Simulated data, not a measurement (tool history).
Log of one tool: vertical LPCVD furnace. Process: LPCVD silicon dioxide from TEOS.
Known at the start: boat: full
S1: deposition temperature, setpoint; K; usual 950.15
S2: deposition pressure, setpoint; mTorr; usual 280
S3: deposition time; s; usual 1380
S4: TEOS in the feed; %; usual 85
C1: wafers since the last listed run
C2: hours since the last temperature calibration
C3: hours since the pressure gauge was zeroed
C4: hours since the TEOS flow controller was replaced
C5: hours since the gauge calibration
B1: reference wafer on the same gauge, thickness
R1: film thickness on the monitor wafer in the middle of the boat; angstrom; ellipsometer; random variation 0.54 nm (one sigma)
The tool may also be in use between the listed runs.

run,hour,S1,S2,S3,S4,C1,C2,C3,C4,C5,B1,R1
1,0,950.15,280,1380,85,0,2682.8,3751.6,4972.1,112.1,117.7,994.1
2,27.5,950.15,280,1380,85,327,2710.3,3779.1,4999.6,139.6,117.96,1003.2
3,49,950.15,280,1380,91,256,2731.8,3800.6,5021.1,161.1,118.11,1031.9
4,84.2,950.15,280,1380,91,419,2767,3835.8,5056.3,196.3,117.7,1031
5,108.3,950.15,280,1380,91,287,2791.1,3859.9,5080.4,220.4,117.59,1033
6,125.3,954.15,280,1800,85,202,2808.1,3876.9,5097.4,237.4,117.55,1435.9
7,146.6,954.15,280,1800,85,253,2829.4,3898.2,5118.7,258.7,117.37,1430.2
8,182.3,950.15,280,1380,85,425,2865.1,3933.9,5154.4,294.4,117.03,992.2
9,211.7,952.15,245,1380,85,350,2894.5,3963.3,5183.8,323.8,117.29,971.4
# hour 238.4: pressure gauge zeroed
10,238.9,950.15,280,1380,85,38,2921.7,0.5,5211,351,116.56,997.8
11,253.7,954.15,280,1380,85,176,2936.5,15.3,5225.8,365.8,116.75,1093.7
12,267,954.15,280,1380,85,158,2949.8,28.6,5239.1,379.1,116.66,1096.8
# hour 301.9: TEOS flow controller replaced
13,302.4,950.15,280,1380,85,135,2985.2,64,0.5,414.5,116.6,986.8
# hour 334.3: thermocouples replaced and temperature profile calibrated
14,334.8,950.15,280,1380,85,100,0.5,96.4,32.9,446.9,116.18,981.7
15,346.8,947.15,340,1770,85,143,12.5,108.4,44.9,458.9,115.89,1293.3
# hour 360.8: gauge calibrated
16,370.2,944.15,310,1380,85,279,35.9,131.8,68.3,9.4,118.23,908.9
17,388.8,950.15,255,1140,85,221,54.5,150.4,86.9,28,118.08,792
18,414.9,950.15,210,1890,95,311,80.6,176.5,113,54.1,118.19,1244.3
19,442.3,950.15,280,1380,85,326,108,203.9,140.4,81.5,118.45,1003.2
20,478.2,939.15,280,1530,85,428,143.9,239.8,176.3,117.4,118.16,844.1
21,494.9,956.15,310,1860,91,199,160.6,256.5,193,134.1,117.94,1712.9
22,513.1,950.15,280,1380,95,217,178.8,274.7,211.2,152.3,117.88,1062
23,548.1,950.15,280,1380,85,417,213.8,309.7,246.2,187.3,117.99,1005.8
24,567.5,950.15,280,1380,85,231,233.2,329.1,265.6,206.7,117.82,996.8
25,588.8,950.15,235,1380,94,253,254.5,350.4,286.9,228,117.74,967.3
26,609.1,950.15,220,1050,85,242,274.8,370.7,307.2,248.3,117.44,675.8

5 ways to go on from here, each from the tool as it stands after run 26. What would each give?
A,613,950.15,280,1380,85,46,278.7,374.6,311.1,252.2,?,?
B,613,950.15,245,1380,85,46,278.7,374.6,311.1,252.2,?,?
C,613,961.15,225,1710,69,46,278.7,374.6,311.1,252.2,?,?
D,613,950.15,320,1380,97,46,278.7,374.6,311.1,252.2,?,?
E,613,950.15,345,1080,79,46,278.7,374.6,311.1,252.2,?,?

run,B1,R1
A,117.47,997.6
B,117.47,933.2
C,117.47,1301.9
D,117.47,1139.3
E,117.47,835.5
Without the tool's hidden state the same runs would have given:
run,R1
A,1001.3
B,936.7
C,1306.7
D,1143.5
E,838.6
